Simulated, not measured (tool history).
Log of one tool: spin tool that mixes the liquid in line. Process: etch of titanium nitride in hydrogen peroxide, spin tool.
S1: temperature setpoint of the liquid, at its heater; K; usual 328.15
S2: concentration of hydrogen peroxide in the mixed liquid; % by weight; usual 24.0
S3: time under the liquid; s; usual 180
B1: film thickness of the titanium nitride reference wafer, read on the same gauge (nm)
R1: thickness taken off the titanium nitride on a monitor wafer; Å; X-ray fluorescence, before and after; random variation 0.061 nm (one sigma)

run 1 hour=0.0 | S1=328.15 S2=24.0 S3=180 | B1=139.94 | R1=62.7
run 2 hour=42.9 | S1=328.15 S2=24.0 S3=180 | B1=140.01 | R1=64.3
-- hour=43.8 gauge calibrated
-- hour=46.1 peroxide flow meter replaced
run 3 hour=87.7 | S1=328.15 S2=24.0 S3=180 | B1=140.01 | R1=64.6
run 4 hour=178.5 | S1=328.15 S2=24.0 S3=235 | B1=140.00 | R1=83.7
-- hour=418.5 new drum of peroxide connected
run 5 hour=455.3 | S1=328.15 S2=24.0 S3=235 | B1=140.01 | R1=83.8
run 6 hour=509.8 | S1=328.15 S2=24.0 S3=235 | B1=139.96 | R1=83.6
-- hour=514.2 thermometer replaced
run 7 hour=556.0 | S1=328.15 S2=26.5 S3=180 | B1=140.02 | R1=65.9
run 8 hour=630.1 | S1=328.15 S2=26.5 S3=180 | B1=140.03 | R1=65.4
run 9 hour=707.4 | S1=332.65 S2=24.0 S3=180 | B1=140.00 | R1=86.3
run 10 hour=798.2 | S1=332.65 S2=24.0 S3=180 | B1=139.97 | R1=88.2
run 11 hour=834.8 | S1=328.15 S2=29.0 S3=180 | B1=139.98 | R1=66.8
run 12 hour=904.2 | S1=328.15 S2=24.0 S3=180 | B1=140.00 | R1=64.4
run 13 hour=945.5 | S1=322.15 S2=27.0 S3=70 | B1=139.99 | R1=16.4
run 14 hour=998.7 | S1=328.15 S2=28.0 S3=180 | B1=140.05 | R1=65.5
-- hour=1003.1 peroxide flow meter replaced
-- hour=1018.0 new drum of peroxide connected
-- hour=1049.9 gauge calibrated
run 15 hour=1082.8 | S1=319.15 S2=24.0 S3=240 | B1=140.00 | R1=43.7
run 16 hour=1131.1 | S1=328.15 S2=19.5 S3=230 | B1=139.99 | R1=78.8
run 17 hour=1216.2 | S1=337.65 S2=24.0 S3=125 | B1=140.02 | R1=85.5
-- hour=1255.6 heated supply line repaired
run 18 hour=1297.2 | S1=328.15 S2=29.0 S3=250 | B1=140.04 | R1=95.3
run 19 hour=1365.1 | S1=328.15 S2=24.0 S3=180 | B1=139.97 | R1=63.5
-- hour=1367.3 thermometer replaced
run 20 hour=1423.0 | S1=328.15 S2=30.0 S3=180 | B1=139.97 | R1=66.8
run 21 hour=1502.4 | S1=328.15 S2=24.0 S3=180 | B1=139.97 | R1=65.1
run 22 hour=1560.5 | S1=324.15 S2=26.0 S3=100 | B1=139.97 | R1=27.4
run 23 hour=1605.2 | S1=328.15 S2=24.0 S3=180 | B1=140.07 | R1=64.0
run 24 hour=1650.6 | S1=328.15 S2=24.0 S3=180 | B1=140.03 | R1=64.5
run 25 hour=1689.8 | S1=318.65 S2=24.0 S3=180 | B1=140.04 | R1=32.1

The tool's hidden state at each run:
liquid colder than its thermometer reads (K): 0 in every run
peroxide flow above the setpoint (%): 0 in every run
temperature lost on the way to the wafer (K): 0 in every run
peroxide weaker than its label (%): 0 in every run
gauge reads high (%): 0 in every run
